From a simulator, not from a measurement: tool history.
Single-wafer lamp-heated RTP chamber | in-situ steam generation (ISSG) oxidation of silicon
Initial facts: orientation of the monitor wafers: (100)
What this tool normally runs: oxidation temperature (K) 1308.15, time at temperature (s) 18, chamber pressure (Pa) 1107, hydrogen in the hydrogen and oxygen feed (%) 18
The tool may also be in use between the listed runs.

run	hour	oxidation temperature (K)	time at temperature (s)	chamber pressure (Pa)	hydrogen in the hydrogen and oxygen feed (%)	wafers since the last listed run	wafers since the last pyrometer calibration	hours since the pressure gauge was zeroed	hours since the hydrogen flow controller was replaced	hours since the gauge calibration	read-back reference wafer on the same gauge, thickness	oxide thickness on the monitor wafer (Å)
1	0.0	1308.15	18	1107	18	0	6192	1951.4	3309.7	157.9	6.428	60.60
2	15.6	1308.15	18	1107	18	142	6334	1967.0	3325.3	173.5	6.430	60.37
3	27.3	1308.15	18	1107	18	106	6440	1978.7	3337.0	185.2	6.430	60.70
4	34.9	1308.15	18	1107	18	69	6509	1986.3	3344.6	192.8	6.418	60.35
# hour 49.2: pressure gauge zeroed
5	49.7	1308.15	18	1107	18	61	6571	0.5	3359.4	207.6	6.425	59.77
6	77.5	1308.15	18	1107	18	253	6824	28.3	3387.2	235.4	6.433	60.74
7	93.5	1308.15	18	1107	18	145	6970	44.3	3403.2	251.4	6.431	60.52
# hour 105.3: pyrometer window cleaned and pyrometer calibrated
8	110.8	1308.15	18	1107	11	84	49	61.6	3420.5	268.7	6.425	52.26
9	118.7	1308.15	18	1107	11	71	121	69.5	3428.4	276.6	6.428	51.93
10	136.1	1308.15	18	1107	11	158	280	86.9	3445.8	294.0	6.423	52.02
11	150.0	1308.15	18	1107	25	126	406	100.8	3459.7	307.9	6.433	63.11
12	158.7	1294.15	18	1107	11	79	485	109.5	3468.4	316.6	6.429	48.83
13	167.7	1295.15	13	1107	12	81	567	118.5	3477.4	325.6	6.433	42.54
14	203.6	1294.15	18	920	11	326	894	154.4	3513.3	361.5	6.425	48.42
15	216.4	1308.15	14	1107	18	116	1011	167.2	3526.1	374.3	6.434	51.29
16	234.0	1308.15	16	973	18	160	1171	184.8	3543.7	391.9	6.434	54.98
# hour 257.4: hydrogen flow controller replaced
17	257.9	1308.15	18	1107	18	144	1316	208.7	0.5	415.8	6.442	58.52
18	262.5	1297.15	18	1107	18	41	1358	213.3	5.1	420.4	6.434	55.50
19	278.8	1297.15	18	1107	18	148	1506	229.6	21.4	436.7	6.428	55.42
20	295.7	1328.15	18	1107	13	153	1660	246.5	38.3	453.6	6.433	60.63
# hour 304.7: gauge calibrated
21	307.6	1302.15	18	1107	11	108	1768	258.4	50.2	2.9	6.424	50.60
22	322.4	1308.15	18	1107	18	134	1903	273.2	65.0	17.7	6.430	58.64
23	332.7	1327.15	24	1267	15	93	1997	283.5	75.3	28.0	6.436	71.94
24	339.4	1314.15	18	1040	24	61	2058	290.2	82.0	34.7	6.419	64.89
25	347.7	1302.15	24	1013	27	75	2133	298.5	90.3	43.0	6.421	72.48
26	358.9	1308.15	21	1107	14	101	2235	309.7	101.5	54.2	6.423	59.95
27	368.1	1321.15	18	1000	11	83	2319	318.9	110.7	63.4	6.426	56.14
28	376.1	1308.15	13	1107	18	72	2392	326.9	118.7	71.4	6.433	50.05

Run 29 comes next. What will it give?
29	392.0	1308.15	18	1107	18	144	2537	342.8	134.6	87.3	?	?

Run 29 gave read-back reference wafer on the same gauge, thickness 6.430, oxide thickness on the monitor wafer (Å) 59.40.
Without the tool's hidden state the same run would have given oxide thickness on the monitor wafer (Å) 58.30.
